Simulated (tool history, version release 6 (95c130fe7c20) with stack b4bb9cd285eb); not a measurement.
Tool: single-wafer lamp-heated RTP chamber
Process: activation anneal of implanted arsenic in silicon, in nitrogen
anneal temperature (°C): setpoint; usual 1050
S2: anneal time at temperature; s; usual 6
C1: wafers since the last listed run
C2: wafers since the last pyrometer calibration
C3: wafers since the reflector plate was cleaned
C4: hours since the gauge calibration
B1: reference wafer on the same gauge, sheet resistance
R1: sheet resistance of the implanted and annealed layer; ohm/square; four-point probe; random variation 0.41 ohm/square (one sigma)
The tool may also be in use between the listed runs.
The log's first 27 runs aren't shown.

Run 28, hour 1299.6: usual settings but anneal temperature (°C) 1058, S2 4 s; C1 326; C2 2916; C3 408; C4 88.8; B1 260.08. Result: R1 267.25 ohm/square.
Run 29, hour 1346.4: usual settings but anneal temperature (°C) 1069, S2 8 s; C1 605; C2 3522; C3 1013; C4 135.6; B1 260.12. Result: R1 259.81 ohm/square.
Run 30, hour 1402.8: usual settings; C1 730; C2 4253; C3 1744; C4 192; B1 260.04. Result: R1 266.12 ohm/square.
Run 31, hour 1458.4: usual settings but anneal temperature (°C) 1039, S2 7 s; C1 719; C2 4972; C3 2464; C4 247.6; B1 259.96. Result: R1 266.5 ohm/square.
At hour 1503.9: pyrometer window cleaned and pyrometer calibrated.
Run 32, hour 1525.1: usual settings but S2 8 s; C1 759; C2 274; C3 3224; C4 314.3; B1 259.95. Result: R1 263.15 ohm/square.
Run 33, hour 1559.5: usual settings but anneal temperature (°C) 1072, S2 3 s; C1 445; C2 719; C3 3669; C4 348.7; B1 259.84. Result: R1 267.55 ohm/square.
Run 34, hour 1595.9: usual settings but anneal temperature (°C) 1022; C1 471; C2 1191; C3 4140; C4 385.1; B1 259.89. Result: R1 269.07 ohm/square.
Run 35, hour 1632.5: usual settings but anneal temperature (°C) 1060; C1 473; C2 1664; C3 4614; C4 421.7; B1 259.96. Result: R1 263.17 ohm/square.
Run 36, hour 1700: usual settings but anneal temperature (°C) 1040, S2 3 s; C1 873; C2 2538; C3 5488; C4 489.2; B1 259.99. Result: R1 271.24 ohm/square.

5 ways to go on from here, each from the tool as it stands after run 36. What would each give?
Run A, hour 1700.4: usual settings but anneal temperature (°C) 1072; C1 5; C2 2543; C3 5493; C4 489.6; B1 ?. Result: R1 ?.
Run B, hour 1700.4: usual settings but anneal temperature (°C) 1067, S2 8 s; C1 5; C2 2543; C3 5493; C4 489.6; B1 ?. Result: R1 ?.
Run C, hour 1700.4: usual settings but anneal temperature (°C) 1024; C1 5; C2 2543; C3 5493; C4 489.6; B1 ?. Result: R1 ?.
Run D, hour 1700.4: usual settings but anneal temperature (°C) 1035, S2 4 s; C1 5; C2 2543; C3 5493; C4 489.6; B1 ?. Result: R1 ?.
Run E, hour 1700.4: usual settings but anneal temperature (°C) 1078, S2 3 s; C1 5; C2 2543; C3 5493; C4 489.6; B1 ?. Result: R1 ?.

run      B1      R1
  A  260.02  260.94
  B  260.02  259.17
  C  260.02  268.41
  D  260.02  269.56
  E  260.02  265.89
Without the tool's hidden state the same runs would have given:
run      R1
  A  261.34
  B   259.6
  C  268.62
  D  269.77
  E  266.19

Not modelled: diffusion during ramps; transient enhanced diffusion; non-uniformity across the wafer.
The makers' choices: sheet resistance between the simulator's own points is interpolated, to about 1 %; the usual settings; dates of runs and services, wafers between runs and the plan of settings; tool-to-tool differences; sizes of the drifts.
